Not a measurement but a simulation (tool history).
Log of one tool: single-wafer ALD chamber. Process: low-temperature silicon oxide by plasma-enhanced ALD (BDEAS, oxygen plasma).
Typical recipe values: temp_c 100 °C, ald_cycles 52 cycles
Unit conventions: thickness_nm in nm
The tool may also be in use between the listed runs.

run     day  temp_c  ald_cycles  wafers since the last listed run  hours since the last thermocouple change  hours since the gauge calibration  read-back reference wafer on the same gauge, thickness_nm  thickness_nm
  1   0.000      96          52                                 0                                     574.2                              717.5                                                      6.831         8.369
  2   1.571      96          52                               203                                     611.9                              755.2                                                      6.832         8.327
  3   3.383     100          52                               235                                     655.4                              798.7                                                      6.827         8.266
  4   5.771     100          52                               309                                     712.7                              856.0                                                      6.888         8.320
  5  11.429     100          52                               733                                     848.5                              991.8                                                      6.930         8.362
  6  14.275      90          52                               369                                     916.8                             1060.1                                                      6.966         8.636
  7  16.917      90          52                               342                                     980.2                             1123.5                                                      6.993         8.712
  8  19.067      90          55                               278                                    1031.8                             1175.1                                                      7.026         9.229
     19.092  -- gauge calibrated
     20.600  -- thermocouple changed; heater temperature recalibrated
  9  21.142      90          55                               225                                      13.0                               49.2                                                      6.761         8.924
 10  22.842     100          52                               220                                      53.8                               90.0                                                      6.728         8.216
 11  25.479     105          46                               342                                     117.1                              153.3                                                      6.758         7.134
 12  27.362      93          59                               244                                     162.3                              198.5                                                      6.754         9.455
 13  28.583     100          52                               158                                     191.6                              227.8                                                      6.769         8.185
 14  31.204     109          52                               339                                     254.5                              290.7                                                      6.774         8.124
 15  32.746     100          61                               199                                     291.5                              327.7                                                      6.757         9.598
 16  35.725      92          43                               386                                     363.0                              399.2                                                      6.777         6.981
 17  38.554      88          55                               366                                     430.9                              467.1                                                      6.789         9.056
 18  39.788      95          48                               159                                     460.5                              496.7                                                      6.789         7.758
 19  42.683     100          52                               375                                     530.0                              566.2                                                      6.827         8.295
 20  44.150      86          52                               190                                     565.2                              601.4                                                      6.816         8.686

Branching from run 20: 4 alternative next runs. What would each branch give?
  A  44.171     100          52                                 2                                     565.7                              601.9                                                          ?             ?
  B  44.171     108          52                                 2                                     565.7                              601.9                                                          ?             ?
  C  44.171      93          46                                 2                                     565.7                              601.9                                                          ?             ?
  D  44.171     104          49                                 2                                     565.7                              601.9                                                          ?             ?

run  read-back reference wafer on the same gauge, thickness_nm  thickness_nm
  A                                                      6.827         8.384
  B                                                      6.827         8.278
  C                                                      6.827         7.582
  D                                                      6.827         7.851
Had the tool no hidden state, the same runs would have come out as:
run  thickness_nm
  A         8.276
  B         8.171
  C         7.484
  D         7.749
